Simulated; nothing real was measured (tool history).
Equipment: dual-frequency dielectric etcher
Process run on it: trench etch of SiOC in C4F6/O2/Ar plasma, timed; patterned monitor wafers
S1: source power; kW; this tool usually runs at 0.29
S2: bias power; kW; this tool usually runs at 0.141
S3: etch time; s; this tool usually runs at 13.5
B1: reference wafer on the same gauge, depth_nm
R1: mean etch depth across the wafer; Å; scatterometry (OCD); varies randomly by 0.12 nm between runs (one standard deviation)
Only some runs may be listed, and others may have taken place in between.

Run 1, day 0: usual settings but S2 0.15 kW; B1 23.2. Result: R1 206.3 Å.
Run 2, day 0.583: usual settings; B1 23.26. Result: R1 199.5 Å.
Run 3, day 4.029: usual settings but S1 0.27 kW, S2 0.129 kW; B1 23.19. Result: R1 190.1 Å.
Run 4, day 5.504: usual settings but S3 12 s; B1 23.17. Result: R1 177.4 Å.
Run 5, day 6.054: usual settings; B1 23.26. Result: R1 197.4 Å.
At day 7.358: wet clean of the chamber.
Run 6, day 7.375: usual settings; B1 23.23. Result: R1 193.8 Å.
Run 7, day 8.679: usual settings; B1 23.22. Result: R1 190.6 Å.
At day 9.454: gauge calibrated.
At day 10.096: upper electrode replaced.
At day 10.162: wet clean of the chamber, repeated, since the last time left the tool worse.
Run 8, day 10.183: usual settings; B1 23.17. Result: R1 205.1 Å.
Run 9, day 10.479: usual settings; B1 23.18. Result: R1 202.5 Å.
At day 11.1: source power generator calibrated.
Run 10, day 11.121: usual settings but S3 11.5 s; B1 23.2. Result: R1 172.6 Å.
Run 11, day 11.975: usual settings but S2 0.175 kW, S3 11.5 s; B1 23.22. Result: R1 185.9 Å.
Run 12, day 12.521: usual settings but S1 0.31 kW, S2 0.17 kW, S3 11.5 s; B1 23.21. Result: R1 187.5 Å.
At day 12.883: bias power generator calibrated.
Run 13, day 13.408: usual settings; B1 23.23. Result: R1 202.2 Å.

Predict the results of run 14:
Run 14, day 14.458: usual settings but S2 0.113 kW; B1 ?. Result: R1 ?.

{"run 14": {"B1": 23.24, "R1": 188.8}}
Had the tool carried no hidden state, the very same run would have given R1 191.4 Å.
